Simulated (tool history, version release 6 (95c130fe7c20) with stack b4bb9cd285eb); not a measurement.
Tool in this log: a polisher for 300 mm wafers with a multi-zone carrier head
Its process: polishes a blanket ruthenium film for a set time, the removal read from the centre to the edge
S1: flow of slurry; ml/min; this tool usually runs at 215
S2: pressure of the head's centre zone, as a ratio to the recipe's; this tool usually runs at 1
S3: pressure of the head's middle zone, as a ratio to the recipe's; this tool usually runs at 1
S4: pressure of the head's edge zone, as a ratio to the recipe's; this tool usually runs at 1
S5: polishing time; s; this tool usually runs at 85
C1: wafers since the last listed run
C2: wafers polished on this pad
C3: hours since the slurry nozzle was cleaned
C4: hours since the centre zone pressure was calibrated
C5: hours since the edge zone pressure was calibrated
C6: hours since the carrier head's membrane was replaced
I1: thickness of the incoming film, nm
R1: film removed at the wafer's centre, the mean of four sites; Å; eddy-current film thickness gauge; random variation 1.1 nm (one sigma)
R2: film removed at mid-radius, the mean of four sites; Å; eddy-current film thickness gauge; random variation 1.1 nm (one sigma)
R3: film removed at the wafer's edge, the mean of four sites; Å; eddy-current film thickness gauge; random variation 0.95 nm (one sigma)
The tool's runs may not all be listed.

run   hour   S1    S2    S3    S4   S5   C1   C2     C3      C4      C5      C6     I1    R1    R2    R3
  1      0  245     1     1     1   85    0  534     81  1462.6  1326.1  1484.9  582.6  1105  1082  1100
  2   21.6  200     1  1.04     1   85  166  700  102.6  1484.2  1347.7  1506.5  580.9  1060  1081  1064
  3   28.2  200     1  1.04     1   85   50  751  109.2  1490.8  1354.3  1513.1  573.3  1046  1073  1063
  4   37.7  200     1  1.04     1   85   73  824  118.7  1500.3  1363.8  1522.6    582  1058  1073  1050
  5   46.2  215     1     1     1   85   65  890  127.2  1508.8  1372.3  1531.1  586.3  1049  1068  1069
      56.2  -- worn pad replaced by a new one
  6   59.7  215     1     1     1   85   73   26  140.7  1522.3  1385.8  1544.6    588  1118  1100  1106
  7   75.9  215     1     1     1   85  124  151  156.9  1538.5    1402  1560.8    576  1068  1070  1089
  8   86.5  185  0.91  0.96     1   85   81  233  167.5  1549.1  1412.6  1571.4    576   977  1000  1062
      91.5  -- carrier head's membrane replaced by a new one
  9   98.2  215  1.07     1  1.09  100   51  284  179.2  1560.8  1424.3     6.7  584.6  1290  1202  1297
     109.3  -- centre zone pressure recalibrated
 10  112.4  215     1     1     1  104   93  378  193.4     3.1  1438.5    20.9  577.2  1279  1251  1302
     117.9  -- edge zone pressure recalibrated
 11  118.7  215     1     1     1   85   33  411  199.7     9.4     0.8    27.2  580.1  1028  1020  1046
 12  130.3  175     1  0.92     1   85   89  501  211.3      21    12.4    38.8  579.8   970   902  1009
     134.4  -- slurry nozzle cleaned
 13    143  215     1     1     1   85   90  591    8.6    33.7    25.1    51.5  592.6  1069  1067  1091
 14  158.1  185     1  0.88  1.06   60  116  707   23.7    48.8    40.2    66.6  583.8   731   644   775
     171.1  -- worn pad replaced by a new one
 15  171.6  175     1  0.97  1.06   85   73    3   37.2    62.3    53.7    80.1  581.8  1074  1032  1139
 16  174.9  215     1  0.93     1   85   25   29   40.5    65.6      57    83.4    586  1136  1037  1122
 17  190.3  215     1     1     1   85  118  147   55.9      81    72.4    98.8  583.4  1106  1090  1114
 18  208.3  150     1     1     1  113  138  286   73.9      99    90.4   116.8  577.4  1323  1316  1383
 19    224  215     1     1     1   85  120  407   89.6   114.7   106.1   132.5  579.8  1066  1076  1076
 20  240.2  235  1.05     1  1.11   55  124  531  105.8   130.9   122.3   148.7  590.8   728   679   725
     277.2  -- worn pad replaced by a new one
 21  282.1  215     1  0.95     1   85  291   37  147.7   172.8   164.2   190.6  587.4  1086  1032  1110
 22  299.5  215     1     1     1   61  133  171  165.1   190.2   181.6     208  576.3   759   756   776
 23  314.2  215     1     1     1   85  113  284  179.8   204.9   196.3   222.7    585  1043  1031  1053

Consider 3 possible next runs. They are alternatives, not a sequence: every one starts from the tool as it was left by run 23. What does each give?
  A  314.6  270     1   1    1  85   3  287  180.2  205.3  196.7  223.1  582.6   ?   ?   ?
  B  314.6  215  0.91   1  0.9  72   3  287  180.2  205.3  196.7  223.1  582.6   ?   ?   ?
  C  314.6  215     1   1    1  63   3  287  180.2  205.3  196.7  223.1  582.6   ?   ?   ?

run    R1    R2    R3
  A  1084  1083  1097
  B   834   881   859
  C   768   771   790
Without the tool's hidden state the same runs would have given:
run    R1    R2    R3
  A  1176  1170  1174
  B   916   962   925
  C   843   842   851

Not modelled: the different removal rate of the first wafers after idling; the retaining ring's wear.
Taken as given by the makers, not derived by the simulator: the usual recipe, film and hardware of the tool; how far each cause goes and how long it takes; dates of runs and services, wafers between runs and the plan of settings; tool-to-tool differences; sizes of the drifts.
